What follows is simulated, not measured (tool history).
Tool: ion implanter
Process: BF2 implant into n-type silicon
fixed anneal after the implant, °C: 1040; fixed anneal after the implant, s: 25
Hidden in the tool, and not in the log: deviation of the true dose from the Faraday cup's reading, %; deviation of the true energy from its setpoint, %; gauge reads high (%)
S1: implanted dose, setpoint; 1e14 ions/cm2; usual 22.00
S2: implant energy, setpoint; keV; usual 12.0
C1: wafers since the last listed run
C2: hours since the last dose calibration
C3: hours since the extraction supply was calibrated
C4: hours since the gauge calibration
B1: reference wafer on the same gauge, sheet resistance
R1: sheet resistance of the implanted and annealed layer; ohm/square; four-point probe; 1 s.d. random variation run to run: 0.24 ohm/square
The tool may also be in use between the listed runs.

run,hour,S1,S2,C1,C2,C3,C4,B1,R1
1,0.0,22.00,9.0,0,1658.4,440.0,191.3,154.01,137.92
2,25.4,22.00,9.0,518,1683.8,465.4,216.7,154.01,137.89
3,94.5,22.00,9.0,1411,1752.9,534.5,285.8,153.95,138.06
4,151.7,22.00,12.0,1168,1810.1,591.7,343.0,154.00,129.89
5,178.8,26.37,12.0,553,1837.2,618.8,370.1,154.03,127.34
6,223.5,17.94,12.0,912,1881.9,663.5,414.8,153.94,134.64
7,279.6,17.69,10.5,1145,1938.0,719.6,470.9,153.96,139.31
8,308.0,17.69,10.5,579,1966.4,748.0,499.3,153.93,139.35
9,356.6,18.22,12.0,992,2015.0,796.6,547.9,154.00,134.51
10,551.2,18.22,12.0,3974,2209.6,991.2,742.5,154.00,133.74
11,619.5,18.22,12.0,1394,2277.9,1059.5,810.8,154.03,134.18
# hour 745.1: Faraday cup replaced and dose calibrated
12,745.6,22.00,12.0,2411,0.5,1185.6,936.9,153.95,130.79
13,811.3,22.00,12.0,1341,66.2,1251.3,1002.6,154.01,130.41
14,840.9,22.00,12.0,604,95.8,1280.9,1032.2,154.02,130.79
15,962.1,22.00,12.0,2475,217.0,1402.1,1153.4,154.05,130.90
16,1008.6,22.00,12.0,949,263.5,1448.6,1199.9,154.00,130.54
17,1037.3,22.00,12.0,586,292.2,1477.3,1228.6,153.97,130.63
18,1107.2,22.00,12.0,1427,362.1,1547.2,1298.5,153.94,130.75
19,1150.6,28.15,10.0,886,405.5,1590.6,1341.9,154.05,131.92
# hour 1157.2: gauge calibrated
20,1214.5,22.00,12.0,1304,469.4,1654.5,57.3,154.01,130.21
21,1283.0,15.91,12.0,1398,537.9,1723.0,125.8,154.00,139.89
22,1319.2,22.00,12.0,739,574.1,1759.2,162.0,154.01,130.90
# hour 1431.0: extraction supply calibrated
23,1447.3,25.14,12.0,2452,702.2,16.3,290.1,153.95,128.43
24,1473.3,25.83,12.0,530,728.2,42.3,316.1,153.99,128.10
25,1519.1,22.00,12.0,935,774.0,88.1,361.9,153.97,130.60
26,1585.4,24.67,15.0,1353,840.3,154.4,428.2,154.04,121.60
27,1724.2,19.00,14.5,2834,979.1,293.2,567.0,153.94,127.38
28,1773.2,17.52,12.0,1000,1028.1,342.2,616.0,153.95,136.32
29,1872.1,22.00,12.0,2019,1127.0,441.1,714.9,153.98,130.24
30,1896.2,22.00,9.0,492,1151.1,465.2,739.0,153.95,138.09
31,1950.1,19.22,11.0,1100,1205.0,519.1,792.9,153.99,136.61
32,2010.5,16.02,13.0,1233,1265.4,579.5,853.3,154.03,136.86
33,2068.5,22.00,8.0,1184,1323.4,637.5,911.3,154.08,141.24
34,2108.2,17.34,14.0,810,1363.1,677.2,951.0,154.01,131.65
35,2148.4,23.91,8.5,820,1403.3,717.4,991.2,154.00,138.50
36,2218.4,17.63,14.0,1429,1473.3,787.4,1061.2,154.07,131.04
37,2257.3,16.72,14.0,794,1512.2,826.3,1100.1,154.04,132.72

4 options for the next run, each taken on its own from the tool as it stands now. Forecast them:
A,2257.7,17.64,12.0,8,1512.6,826.7,1100.5,?,?
B,2257.7,24.70,10.5,8,1512.6,826.7,1100.5,?,?
C,2257.7,15.78,8.5,8,1512.6,826.7,1100.5,?,?
D,2257.7,24.42,8.0,8,1512.6,826.7,1100.5,?,?

run,B1,R1
A,153.98,136.06
B,153.98,132.36
C,153.98,150.48
D,153.98,139.56
Without the tool's unlogged condition, the same runs would have read:
run,R1
A,136.67
B,132.68
C,151.33
D,139.92

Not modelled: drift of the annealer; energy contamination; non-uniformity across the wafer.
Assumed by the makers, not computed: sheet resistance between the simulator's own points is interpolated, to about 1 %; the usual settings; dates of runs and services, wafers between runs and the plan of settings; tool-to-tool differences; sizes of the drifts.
